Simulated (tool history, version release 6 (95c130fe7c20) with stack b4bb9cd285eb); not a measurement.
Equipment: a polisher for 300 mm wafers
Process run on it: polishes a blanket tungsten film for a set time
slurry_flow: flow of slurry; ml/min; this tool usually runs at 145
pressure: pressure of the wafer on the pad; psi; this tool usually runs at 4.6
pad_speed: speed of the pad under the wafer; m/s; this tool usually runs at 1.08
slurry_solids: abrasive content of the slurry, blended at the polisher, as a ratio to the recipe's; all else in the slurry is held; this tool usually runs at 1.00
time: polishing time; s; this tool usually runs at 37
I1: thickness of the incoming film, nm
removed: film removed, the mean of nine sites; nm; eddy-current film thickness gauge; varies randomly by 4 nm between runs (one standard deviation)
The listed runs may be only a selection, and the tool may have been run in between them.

run 1 day=0.000 | slurry_flow=145 pressure=4.6 pad_speed=1.08 slurry_solids=1.00 time=37 | I1=1388.9 | removed=280.0
-- day=0.071 slurry blender recalibrated
-- day=0.212 worn pad replaced by a new one
-- day=2.138 slurry tank refilled with fresh slurry and peroxide
run 2 day=2.321 | slurry_flow=145 pressure=4.6 pad_speed=1.08 slurry_solids=1.00 time=37 | I1=1378.6 | removed=274.3
run 3 day=5.242 | slurry_flow=145 pressure=4.6 pad_speed=1.08 slurry_solids=1.00 time=37 | I1=1363.5 | removed=270.0
run 4 day=7.846 | slurry_flow=145 pressure=4.6 pad_speed=1.24 slurry_solids=1.00 time=37 | I1=1371.8 | removed=295.2
run 5 day=9.429 | slurry_flow=145 pressure=4.6 pad_speed=1.08 slurry_solids=1.00 time=37 | I1=1371.2 | removed=262.3
-- day=10.908 slurry blender recalibrated
-- day=11.079 worn pad replaced by a new one
-- day=11.858 slurry tank refilled with fresh slurry and peroxide
run 6 day=11.929 | slurry_flow=130 pressure=4.6 pad_speed=1.08 slurry_solids=1.00 time=37 | I1=1373.1 | removed=255.8
run 7 day=14.654 | slurry_flow=145 pressure=4.6 pad_speed=1.08 slurry_solids=1.00 time=37 | I1=1364.7 | removed=262.7
-- day=16.475 slurry nozzle cleaned
run 8 day=17.154 | slurry_flow=145 pressure=4.6 pad_speed=1.08 slurry_solids=1.00 time=37 | I1=1343.0 | removed=242.0
run 9 day=19.504 | slurry_flow=145 pressure=4.6 pad_speed=1.08 slurry_solids=1.00 time=37 | I1=1375.3 | removed=239.5
-- day=20.708 worn pad replaced by a new one
-- day=21.192 slurry blender recalibrated
-- day=21.558 slurry tank refilled with fresh slurry and peroxide
-- day=22.042 head pressure recalibrated
run 10 day=22.062 | slurry_flow=145 pressure=4.6 pad_speed=0.94 slurry_solids=1.00 time=37 | I1=1355.7 | removed=206.0
run 11 day=24.171 | slurry_flow=145 pressure=4.6 pad_speed=0.94 slurry_solids=1.00 time=37 | I1=1376.1 | removed=200.7
run 12 day=25.633 | slurry_flow=145 pressure=4.6 pad_speed=0.94 slurry_solids=1.00 time=37 | I1=1366.8 | removed=195.8
run 13 day=27.704 | slurry_flow=145 pressure=4.6 pad_speed=1.08 slurry_solids=1.00 time=37 | I1=1395.1 | removed=220.1
-- day=28.879 slurry nozzle cleaned, repeated, since the last time left the tool worse
run 14 day=30.142 | slurry_flow=145 pressure=4.6 pad_speed=1.08 slurry_solids=1.20 time=37 | I1=1339.8 | removed=289.8
-- day=31.112 slurry tank refilled with fresh slurry and peroxide
run 15 day=31.833 | slurry_flow=145 pressure=4.6 pad_speed=1.08 slurry_solids=1.00 time=37 | I1=1376.4 | removed=268.5
-- day=32.008 worn pad replaced by a new one
-- day=32.342 slurry blender recalibrated
run 16 day=34.729 | slurry_flow=145 pressure=4.0 pad_speed=0.98 slurry_solids=1.00 time=37 | I1=1385.0 | removed=216.2
run 17 day=37.450 | slurry_flow=165 pressure=4.6 pad_speed=0.90 slurry_solids=1.00 time=37 | I1=1367.8 | removed=236.7
run 18 day=39.612 | slurry_flow=145 pressure=4.6 pad_speed=1.08 slurry_solids=1.00 time=37 | I1=1382.0 | removed=263.7
run 19 day=40.650 | slurry_flow=145 pressure=4.6 pad_speed=0.90 slurry_solids=1.00 time=37 | I1=1399.1 | removed=225.8
-- day=42.333 slurry tank refilled with fresh slurry and peroxide
run 20 day=42.633 | slurry_flow=130 pressure=6.0 pad_speed=1.08 slurry_solids=0.75 time=48 | I1=1375.5 | removed=393.8
-- day=43.062 slurry blender recalibrated
-- day=43.283 worn pad replaced by a new one
run 21 day=44.400 | slurry_flow=145 pressure=4.6 pad_speed=1.24 slurry_solids=1.00 time=37 | I1=1386.6 | removed=298.6
run 22 day=46.250 | slurry_flow=145 pressure=4.6 pad_speed=1.08 slurry_solids=1.00 time=32 | I1=1374.3 | removed=227.6
-- day=46.383 slurry nozzle cleaned
run 23 day=48.046 | slurry_flow=145 pressure=4.6 pad_speed=1.08 slurry_solids=1.00 time=34 | I1=1387.5 | removed=249.9
run 24 day=50.129 | slurry_flow=145 pressure=4.6 pad_speed=1.08 slurry_solids=1.00 time=33 | I1=1373.5 | removed=238.6
run 25 day=53.096 | slurry_flow=145 pressure=4.6 pad_speed=1.08 slurry_solids=1.00 time=37 | I1=1372.8 | removed=265.6
-- day=54.246 slurry tank refilled with fresh slurry and peroxide
run 26 day=55.221 | slurry_flow=145 pressure=6.0 pad_speed=1.28 slurry_solids=0.85 time=41 | I1=1383.3 | removed=414.2

A few steps of removed between consecutive runs. Split each: what settings, incoming material and random variation would produce without the hidden state, and what is left over for the hidden state, along with gauge scatter present in only one of the two compared results (measured, and without hidden state):
The hidden state here: removal rate lost through wear of the pad, %; slurry flow missing at the pad, %; deviation of the head's pressure from its setpoint, %; abrasive missing from the slurry, %; peroxide lost from the slurry, %.
Run 7 -> 8: slurry nozzle cleaned. removed -20.7 nm: hidden state -19.9, all else -0.8.
Run 13 -> 14: slurry_solids 1.00 -> 1.20, slurry nozzle cleaned, repeated, since the last time left the tool worse. removed +69.7 nm: hidden state +51.3, all else +18.4.
Run 19 -> 20: slurry_flow 145 -> 130, pressure 4.6 -> 6.0, pad_speed 0.90 -> 1.08, slurry_solids 1.00 -> 0.75, time 37 -> 48, slurry tank refilled with fresh slurry and peroxide. removed +168.0 nm: hidden state -9.8, all else +177.8.
Run 25 -> 26: pressure 4.6 -> 6.0, pad_speed 1.08 -> 1.28, slurry_solids 1.00 -> 0.85, time 37 -> 41, slurry tank refilled with fresh slurry and peroxide. removed +148.6 nm: hidden state -7.3, all else +155.9.
